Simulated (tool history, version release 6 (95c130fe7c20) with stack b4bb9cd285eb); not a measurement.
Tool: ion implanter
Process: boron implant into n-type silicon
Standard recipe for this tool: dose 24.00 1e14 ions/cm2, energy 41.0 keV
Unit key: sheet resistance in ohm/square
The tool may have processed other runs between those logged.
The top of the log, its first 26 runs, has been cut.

run,hour,dose,energy,wafers since the last listed run,hours since the last dose calibration,hours since the extraction supply was calibrated,hours since the gauge calibration,"read-back reference wafer on the same gauge, sheet resistance",sheet resistance
27,1884.1,27.91,45.5,643,55.1,273.0,3818.0,61.72,60.06
28,1988.8,17.10,45.5,1846,159.8,377.7,3922.7,61.73,83.33
# hour 2037.2: gauge calibrated
29,2059.5,30.73,34.0,1246,230.5,448.4,22.3,61.64,61.33
30,2160.1,24.00,41.0,1773,331.1,549.0,122.9,61.66,67.63
31,2211.0,28.58,29.5,897,382.0,599.9,173.8,61.73,65.74
32,2281.2,17.21,49.0,1237,452.2,670.1,244.0,61.58,83.09
33,2387.3,20.34,48.5,1870,558.3,776.2,350.1,61.64,74.21
34,2469.6,24.00,41.0,1451,640.6,858.5,432.4,61.70,67.59
# hour 2539.6: Faraday cup replaced and dose calibrated
35,2759.1,24.00,29.5,4963,219.5,1148.0,721.9,61.73,71.33
36,2795.9,24.00,41.0,648,256.3,1184.8,758.7,61.71,67.55
37,2861.9,24.00,28.5,1163,322.3,1250.8,824.7,61.64,72.13

Predict each of these 4 candidate next runs independently; none follows another, all start after run 37:
A,2862.3,24.00,45.5,7,322.7,1251.2,825.1,?,?
B,2862.3,19.55,47.5,7,322.7,1251.2,825.1,?,?
C,2862.3,22.15,49.0,7,322.7,1251.2,825.1,?,?
D,2862.3,18.71,41.0,7,322.7,1251.2,825.1,?,?

run,"read-back reference wafer on the same gauge, sheet resistance",sheet resistance
A,61.63,66.59
B,61.63,76.16
C,61.63,69.60
D,61.63,79.51
The same runs, with their run-to-run variation unchanged, on a tool lacking any hidden condition would have given:
run,sheet resistance
A,65.69
B,75.03
C,68.60
D,78.36
